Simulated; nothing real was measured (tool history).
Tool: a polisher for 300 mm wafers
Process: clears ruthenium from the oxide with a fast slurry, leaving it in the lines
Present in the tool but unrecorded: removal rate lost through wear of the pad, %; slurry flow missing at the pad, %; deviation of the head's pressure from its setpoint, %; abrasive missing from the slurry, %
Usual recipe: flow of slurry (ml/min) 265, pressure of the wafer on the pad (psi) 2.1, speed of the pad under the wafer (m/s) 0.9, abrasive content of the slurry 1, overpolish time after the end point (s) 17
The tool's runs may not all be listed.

run	hour	flow of slurry (ml/min)	pressure of the wafer on the pad (psi)	speed of the pad under the wafer (m/s)	abrasive content of the slurry	overpolish time after the end point (s)	wafers since the last listed run	wafers polished on this pad	hours since the slurry nozzle was cleaned	hours since the head pressure was calibrated	hours since the slurry blender was calibrated	incoming thickness of the incoming film, nm	time until the end point was called (s)
1	0	265	2.1	0.9	1	17	0	590	75.6	403.3	268.3	201.6	58
2	33.9	265	2.1	0.9	1	17	435	1026	109.5	437.2	302.2	199.8	58.7
3	104.9	265	2.1	0.9	1	17	912	1938	180.5	508.2	373.2	197.9	57.3
4	136.2	265	2.1	0.9	1	17	402	2341	211.8	539.5	404.5	200.5	59.7
# hour 159.2: slurry blender recalibrated
5	180.7	265	2.1	0.9	1	17	546	2887	256.3	584	21.5	201.4	60.1
6	228.9	265	2.1	0.9	1	17	619	3506	304.5	632.2	69.7	203.6	60.5
# hour 264.9: head pressure recalibrated
7	271.7	265	2.1	0.9	1	17	524	4031	347.3	6.8	112.5	199.1	59.4
# hour 320.7: worn pad replaced by a new one
8	324.3	230	2.1	0.66	1	17	624	45	399.9	59.4	165.1	201.4	82.7
# hour 359.4: slurry nozzle cleaned
9	361	350	2.1	0.9	1	7	458	504	1.6	96.1	201.8	197.5	56.4
10	395.1	265	2.1	0.9	1	17	438	942	35.7	130.2	235.9	198.7	58
11	452.3	265	2.1	0.9	1	17	735	1678	92.9	187.4	293.1	201.9	59.1
12	481.2	265	2.6	0.9	1	17	371	2049	121.8	216.3	322	199.2	46.8
13	547.1	265	2.1	0.9	1.1	17	847	2896	187.7	282.2	387.9	201.8	56.1
14	578.9	265	2.1	0.9	1	17	408	3305	219.5	314	419.7	200.6	59.9
# hour 582.4: slurry blender recalibrated
15	619.2	265	2.1	0.8	1	17	492	3797	259.8	354.3	36.8	199.7	67.1
# hour 669.6: worn pad replaced by a new one
16	685.4	265	2.3	0.9	1	17	799	203	326	420.5	103	197.6	54
17	738.4	265	2.1	0.9	1	17	681	884	379	473.5	156	201.2	59.7
# hour 769.9: slurry nozzle cleaned
18	787.5	295	2.4	0.9	0.8	20	618	1502	17.6	522.6	205.1	199.8	57.4
19	835.7	265	2.1	0.9	1	17	619	2122	65.8	570.8	253.3	199.6	57.3
20	861.3	265	2.1	0.9	1.1	17	329	2451	91.4	596.4	278.9	200.4	56
21	895.7	265	2.1	0.9	1.1	14	442	2893	125.8	630.8	313.3	197.1	55.4
22	929.5	265	2.1	0.9	1	17	434	3327	159.6	664.6	347.1	200.1	58.7
23	978.5	195	2.1	0.74	1	14	629	3957	208.6	713.6	396.1	203	76.1
# hour 994.1: head pressure recalibrated
# hour 998.2: slurry blender recalibrated
24	1034.4	335	2.1	0.9	1	11	667	4624	264.5	40.3	36.2	200.4	57.4
25	1076.1	265	2.1	0.9	0.9	17	535	5160	306.2	82	77.9	197.1	63.3
26	1103.1	265	2.1	0.9	1	17	347	5507	333.2	109	104.9	199.9	59.2
# hour 1115.8: worn pad replaced by a new one
27	1144.8	265	2.1	0.9	1	11	484	373	374.9	150.7	146.6	197.4	58.6
28	1180.8	265	2.1	0.66	1	17	462	836	410.9	186.7	182.6	197.7	81.2

4 options for the next run, each taken on its own from the tool as it stands now. Forecast them:
A	1181.2	210	2.1	0.9	1	17	5	841	411.3	187.1	183	195.5	?
B	1181.2	185	2.1	0.8	0.9	9	5	841	411.3	187.1	183	195.5	?
C	1181.2	335	1.9	0.9	1.25	17	5	841	411.3	187.1	183	195.5	?
D	1181.2	180	2.1	1.14	1	23	5	841	411.3	187.1	183	195.5	?

run	time until the end point was called (s)
A	60.8
B	73.9
C	56.6
D	49.1
Without the tool's hidden state the same runs would have given:
run	time until the end point was called (s)
A	58.2
B	70.5
C	55
D	46.8
